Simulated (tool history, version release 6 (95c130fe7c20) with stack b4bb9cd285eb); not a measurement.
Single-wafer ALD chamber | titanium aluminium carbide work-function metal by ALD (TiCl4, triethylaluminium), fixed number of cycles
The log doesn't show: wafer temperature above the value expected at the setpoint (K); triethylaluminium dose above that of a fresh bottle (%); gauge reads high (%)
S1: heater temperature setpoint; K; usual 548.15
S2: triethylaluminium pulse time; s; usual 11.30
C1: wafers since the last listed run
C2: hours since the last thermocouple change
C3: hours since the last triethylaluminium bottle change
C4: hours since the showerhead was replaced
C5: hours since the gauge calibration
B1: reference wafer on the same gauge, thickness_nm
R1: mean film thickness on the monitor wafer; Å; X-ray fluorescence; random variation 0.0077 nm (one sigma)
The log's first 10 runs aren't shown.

run 11 day=30.775 | S1=548.15 S2=14.79 | C1=346 C2=1278.5 C3=896.6 C4=4375.8 C5=2352.4 | B1=1.641 | R1=17.73
run 12 day=41.817 | S1=548.15 S2=14.79 | C1=1659 C2=1543.5 C3=1161.6 C4=4640.8 C5=2617.4 | B1=1.637 | R1=17.79
-- day=47.254 showerhead replaced
run 13 day=47.275 | S1=548.15 S2=14.79 | C1=770 C2=1674.5 C3=1292.6 C4=0.5 C5=2748.4 | B1=1.640 | R1=17.64
run 14 day=51.288 | S1=548.15 S2=11.30 | C1=603 C2=1770.8 C3=1388.9 C4=96.8 C5=2844.7 | B1=1.645 | R1=17.59
run 15 day=53.621 | S1=548.15 S2=11.30 | C1=350 C2=1826.8 C3=1444.9 C4=152.8 C5=2900.7 | B1=1.639 | R1=17.61
-- day=55.721 triethylaluminium bottle replaced
run 16 day=55.742 | S1=548.15 S2=11.30 | C1=268 C2=1877.7 C3=0.5 C4=203.7 C5=2951.6 | B1=1.640 | R1=17.53
run 17 day=58.038 | S1=556.15 S2=11.30 | C1=345 C2=1932.8 C3=55.6 C4=258.8 C5=3006.7 | B1=1.639 | R1=18.26
run 18 day=62.038 | S1=560.15 S2=11.30 | C1=601 C2=2028.8 C3=151.6 C4=354.8 C5=3102.7 | B1=1.641 | R1=18.72
-- day=62.842 gauge calibrated
run 19 day=65.154 | S1=544.15 S2=11.30 | C1=468 C2=2103.6 C3=226.4 C4=429.6 C5=55.5 | B1=1.641 | R1=17.27
run 20 day=69.029 | S1=548.15 S2=11.30 | C1=582 C2=2196.6 C3=319.4 C4=522.6 C5=148.5 | B1=1.641 | R1=17.53
run 21 day=72.512 | S1=538.15 S2=7.84 | C1=523 C2=2280.2 C3=403.0 C4=606.2 C5=232.1 | B1=1.639 | R1=16.13
run 22 day=75.346 | S1=548.15 S2=11.30 | C1=425 C2=2348.2 C3=471.0 C4=674.2 C5=300.1 | B1=1.642 | R1=17.54
run 23 day=77.592 | S1=561.15 S2=8.97 | C1=337 C2=2402.1 C3=524.9 C4=728.1 C5=354.0 | B1=1.642 | R1=18.41
run 24 day=79.550 | S1=548.15 S2=11.30 | C1=294 C2=2449.1 C3=571.9 C4=775.1 C5=401.0 | B1=1.644 | R1=17.51
run 25 day=82.771 | S1=561.15 S2=15.37 | C1=484 C2=2526.4 C3=649.2 C4=852.4 C5=478.3 | B1=1.640 | R1=19.08
run 26 day=85.142 | S1=548.15 S2=7.61 | C1=356 C2=2583.3 C3=706.1 C4=909.3 C5=535.2 | B1=1.637 | R1=17.03

Run 27 comes next. What will it give?
run 27 day=88.988 | S1=540.15 S2=14.71 | C1=577 C2=2675.6 C3=798.4 C4=1001.6 C5=627.5 | B1=? | R1=?

Run 27 gave B1 1.640, R1 16.93 Å.
Without the tool's hidden state the same run would have given R1 16.93 Å.
